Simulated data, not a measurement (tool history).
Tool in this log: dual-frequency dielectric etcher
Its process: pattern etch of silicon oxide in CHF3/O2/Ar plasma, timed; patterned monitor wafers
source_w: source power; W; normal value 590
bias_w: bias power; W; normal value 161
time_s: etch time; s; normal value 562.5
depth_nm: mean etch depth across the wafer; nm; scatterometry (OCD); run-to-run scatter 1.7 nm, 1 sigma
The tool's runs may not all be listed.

| run | hour | source_w | bias_w | time_s | wafers since the last listed run | hours since the last wet clean | hours since the last source power generator calibration | hours since the last bias power generator calibration | hours since the last upper electrode change | hours since the gauge calibration | read-back reference wafer on the same gauge, depth_nm | depth_nm |
|---|---|---|---|---|---|---|---|---|---|---|---|---|
| 1 | 0 | 590 | 161 | 562.5 | 0 | 438.3 | 1742.3 | 4928.4 | 4314.5 | 210.6 | 939.6 | 1147.2 |
|  | 60.3 | wet clean of the chamber |
| 2 | 60.8 | 590 | 161 | 562.5 | 72 | 0.5 | 1803.1 | 4989.2 | 4375.3 | 271.4 | 939.7 | 1171.9 |
| 3 | 61.2 | 590 | 161 | 456 | 0 | 0.9 | 1803.5 | 4989.6 | 4375.7 | 271.8 | 939.7 | 949.1 |
| 4 | 66 | 590 | 161 | 562.5 | 9 | 5.7 | 1808.3 | 4994.4 | 4380.5 | 276.6 | 940.2 | 1172.1 |
| 5 | 82.5 | 590 | 161 | 562.5 | 32 | 22.2 | 1824.8 | 5010.9 | 4397 | 293.1 | 940 | 1168.2 |
|  | 99.5 | gauge calibrated |
|  | 109.9 | upper electrode replaced |
| 6 | 110.4 | 590 | 161 | 562.5 | 7 | 50.1 | 1852.7 | 5038.8 | 0.5 | 10.9 | 940.5 | 1169.9 |
| 7 | 110.9 | 590 | 161 | 562.5 | 0 | 50.6 | 1853.2 | 5039.3 | 1 | 11.4 | 939.6 | 1172.3 |
| 8 | 121.6 | 590 | 161 | 562.5 | 20 | 61.3 | 1863.9 | 5050 | 11.7 | 22.1 | 939.8 | 1170.1 |
| 9 | 128.5 | 480 | 134 | 562.5 | 13 | 68.2 | 1870.8 | 5056.9 | 18.6 | 29 | 939.6 | 946 |
|  | 137.1 | source power generator calibrated |
| 10 | 145.2 | 480 | 134 | 562.5 | 24 | 84.9 | 8.1 | 5073.6 | 35.3 | 45.7 | 939.9 | 925.3 |
| 11 | 156.4 | 590 | 161 | 562.5 | 21 | 96.1 | 19.3 | 5084.8 | 46.5 | 56.9 | 939.7 | 1140.4 |
| 12 | 163.1 | 510 | 129 | 562.5 | 13 | 102.8 | 26 | 5091.5 | 53.2 | 63.6 | 939.9 | 936.5 |
| 13 | 169.2 | 670 | 200 | 633.5 | 11 | 108.9 | 32.1 | 5097.6 | 59.3 | 69.7 | 940 | 1531.1 |
| 14 | 181 | 630 | 161 | 562.5 | 23 | 120.7 | 43.9 | 5109.4 | 71.1 | 81.5 | 940 | 1178.2 |
| 15 | 194.2 | 590 | 161 | 562.5 | 25 | 133.9 | 57.1 | 5122.6 | 84.3 | 94.7 | 939.8 | 1141.9 |
| 16 | 208.4 | 510 | 123 | 483 | 27 | 148.1 | 71.3 | 5136.8 | 98.5 | 108.9 | 940.5 | 780.1 |
|  | 219.8 | bias power generator calibrated |
| 17 | 222.1 | 470 | 161 | 562.5 | 19 | 161.8 | 85 | 2.3 | 112.2 | 122.6 | 939.5 | 1008.4 |
| 18 | 232.4 | 490 | 187 | 438.5 | 20 | 172.1 | 95.3 | 12.6 | 122.5 | 132.9 | 940.2 | 869 |
| 19 | 241.3 | 590 | 193 | 562.5 | 17 | 181 | 104.2 | 21.5 | 131.4 | 141.8 | 939.9 | 1246.8 |
| 20 | 257.9 | 670 | 140 | 695 | 32 | 197.6 | 120.8 | 38.1 | 148 | 158.4 | 939.9 | 1393.4 |
| 21 | 264.7 | 590 | 161 | 430.5 | 13 | 204.4 | 127.6 | 44.9 | 154.8 | 165.2 | 940 | 870.4 |
| 22 | 274.5 | 590 | 161 | 562.5 | 19 | 214.2 | 137.4 | 54.7 | 164.6 | 175 | 939.9 | 1140.5 |
| 23 | 283.4 | 590 | 129 | 442 | 17 | 223.1 | 146.3 | 63.6 | 173.5 | 183.9 | 940 | 792.2 |
| 24 | 290.1 | 700 | 180 | 718.5 | 13 | 229.8 | 153 | 70.3 | 180.2 | 190.6 | 939.6 | 1672 |
| 25 | 297.1 | 470 | 161 | 562.5 | 13 | 236.8 | 160 | 77.3 | 187.2 | 197.6 | 940.1 | 1006.6 |
| 26 | 304.8 | 590 | 161 | 428 | 15 | 244.5 | 167.7 | 85 | 194.9 | 205.3 | 939.8 | 864.8 |
| 27 | 312.3 | 590 | 177 | 418 | 14 | 252 | 175.2 | 92.5 | 202.4 | 212.8 | 940.1 | 886.4 |
| 28 | 323.2 | 590 | 161 | 562.5 | 21 | 262.9 | 186.1 | 103.4 | 213.3 | 223.7 | 939.8 | 1133.1 |
| 29 | 339.1 | 590 | 161 | 562.5 | 31 | 278.8 | 202 | 119.3 | 229.2 | 239.6 | 939.9 | 1133.5 |

Measured minus without-hidden-state, run by run (identical run-to-run variation in each term; gauge scatter may differ):
The hidden state here: etch rate over this chamber's usual, %; source power that arrives over what is set, %; bias power that arrives over what is set, %; gauge reads high (%).
| run | depth_nm |
|---|---|
| 1 | -0.1 |
| 2 | +24.7 |
| 3 | +19.9 |
| 4 | +24.4 |
| 5 | +23.6 |
| 6 | +22.5 |
| 7 | +22.5 |
| 8 | +22 |
| 9 | +17.8 |
| 10 | -3.6 |
| 11 | -4.9 |
| 12 | -4.2 |
| 13 | -7.4 |
| 14 | -6.1 |
| 15 | -6.6 |
| 16 | -4.9 |
| 17 | -6.8 |
| 18 | -6.3 |
| 19 | -9.4 |
| 20 | -11.2 |
| 21 | -7.3 |
| 22 | -10 |
| 23 | -7.1 |
| 24 | -15.6 |
| 25 | -9.7 |
| 26 | -8.5 |
| 27 | -9 |
| 28 | -12 |
| 29 | -12.6 |
